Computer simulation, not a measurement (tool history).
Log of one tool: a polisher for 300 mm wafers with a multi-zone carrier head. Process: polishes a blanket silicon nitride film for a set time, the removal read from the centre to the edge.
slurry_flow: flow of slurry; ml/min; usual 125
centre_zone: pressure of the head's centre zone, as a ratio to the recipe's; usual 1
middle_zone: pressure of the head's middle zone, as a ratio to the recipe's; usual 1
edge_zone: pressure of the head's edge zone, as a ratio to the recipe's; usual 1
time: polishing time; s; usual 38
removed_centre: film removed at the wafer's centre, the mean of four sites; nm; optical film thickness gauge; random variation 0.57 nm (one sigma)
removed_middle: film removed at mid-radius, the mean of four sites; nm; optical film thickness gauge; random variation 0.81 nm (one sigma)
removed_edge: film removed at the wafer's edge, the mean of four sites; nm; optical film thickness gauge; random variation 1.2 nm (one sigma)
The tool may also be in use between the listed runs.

run     day  slurry_flow  centre_zone  middle_zone  edge_zone  time  wafers since the last listed run  wafers polished on this pad  hours since the slurry nozzle was cleaned  hours since the centre zone pressure was calibrated  hours since the edge zone pressure was calibrated  hours since the carrier head's membrane was replaced  incoming thickness of the incoming film, nm  removed_centre  removed_middle  removed_edge
  1       0          125         1.07         1.09          1    38                                 0                          374                                      360.7                                                 1056                                               51.5                                                 583.3                                        928.7            92.3            93.4          83.3
  2   0.467          125            1         0.91          1    38                               181                          555                                      371.9                                               1067.2                                               62.7                                                 594.5                                        930.8            84.7            80.4          84.6
  3   1.167          125            1         0.91          1    38                               272                          827                                      388.7                                                 1084                                               79.5                                                 611.3                                        925.1            82.9              79          85.5
  4   1.554          125         1.06            1          1    38                               150                          978                                        398                                               1093.3                                               88.8                                                 620.6                                        936.3            87.9            85.8          85.7
  5   2.108          125            1            1          1    28                               215                         1194                                      411.3                                               1106.6                                              102.1                                                 633.9                                        909.1            60.8            63.2          61.5
  6   2.808          145            1         0.95          1    38                               272                         1466                                      428.1                                               1123.4                                              118.9                                                 650.7                                        935.4            83.8            82.5          82.3
      3.158  -- worn pad replaced by a new one
  7   3.288          110         0.95         1.08          1    38                               121                           49                                      439.6                                               1134.9                                              130.4                                                 662.2                                        920.3            79.7            91.9          84.1
        3.7  -- carrier head's membrane replaced by a new one
  8   4.462          125            1            1          1    29                               375                          425                                      467.8                                               1163.1                                              158.6                                                  18.3                                        920.9            64.4              68          63.7
  9   5.038           95         0.89          1.1          1    38                               223                          649                                      481.6                                               1176.9                                              172.4                                                  32.1                                          938            69.8            86.9          80.4
 10   5.775          125            1            1          1    38                               286                          936                                      499.3                                               1194.6                                              190.1                                                  49.8                                          913            82.9            85.5          81.2
 11   6.329          125         0.91            1          1    50                               215                         1151                                      512.6                                               1207.9                                              203.4                                                  63.1                                        939.3            99.5           113.8         106.6
 12   6.871          125         1.08         0.96          1    26                               210                         1362                                      525.6                                               1220.9                                              216.4                                                  76.1                                        927.8            60.1            56.1          55.5
 13   7.233          125            1            1          1    45                               140                         1503                                      534.3                                               1229.6                                              225.1                                                  84.8                                        926.4            95.8           100.1          96.4
 14    7.65          125         1.06            1       0.96    50                               162                         1665                                      544.3                                               1239.6                                              235.1                                                  94.8                                          922           112.4           109.6           106
      7.862  -- slurry nozzle cleaned
 15   7.921          170          0.9         1.06          1    46                                89                         1754                                        1.4                                               1246.1                                              241.6                                                 101.3                                        928.5            93.3           112.6         100.8
      8.508  -- worn pad replaced by a new one
      9.192  -- centre zone pressure recalibrated
 16  10.029          165            1            1          1    38                               722                          559                                         52                                                 20.1                                              292.2                                                 151.9                                        930.4            90.8            91.5          87.3
 17  10.529          125            1            1          1    38                               194                          754                                         64                                                 32.1                                              304.2                                                 163.9                                        923.9            84.1            86.9          84.3
 18  10.946          125            1         1.08       1.09    38                               162                          916                                         74                                                 42.1                                              314.2                                                 173.9                                        936.9              85              91          87.3
 19  11.638          150            1            1          1    32                               268                         1185                                       90.6                                                 58.7                                              330.8                                                 190.5                                        923.9            73.2            73.1          72.2
 20  12.008           85         1.11            1       0.92    45                               144                         1329                                       99.5                                                 67.6                                              339.7                                                 199.4                                        937.8            99.4            93.6          90.1
 21  12.588          125            1            1          1    38                               225                         1554                                      113.4                                                 81.5                                              353.6                                                 213.3                                          944            81.3            85.2          82.2
     13.254  -- worn pad replaced by a new one
 22  14.042          125            1            1       1.04    38                               500                          306                                      148.3                                                116.4                                              388.5                                                 248.2                                        919.8            85.4            87.6          85.5
 23  14.488           90            1         1.08          1    28                               173                          480                                        159                                                127.1                                              399.2                                                 258.9                                        919.6            57.6            63.6          59.4

Forecast each of these 3 alternatives for the next run:
  A  14.504          125            1         1.06          1    38                                 6                          486                                      159.4                                                127.5                                              399.6                                                 259.3                                        936.3               ?               ?             ?
  B  14.504           80         0.93         0.89        0.9    38                                 6                          486                                      159.4                                                127.5                                              399.6                                                 259.3                                        936.3               ?               ?             ?
  C  14.504          140            1         0.92       0.89    30                                 6                          486                                      159.4                                                127.5                                              399.6                                                 259.3                                        936.3               ?               ?             ?

run  removed_centre  removed_middle  removed_edge
  A            85.5            92.2          84.6
  B            70.4            71.8          75.5
  C            69.1              66          64.7
Without the tool's hidden state the same runs would have given:
run  removed_centre  removed_middle  removed_edge
  A              88            94.9          87.1
  B            72.5            73.9          77.8
  C            71.1            67.9          66.6
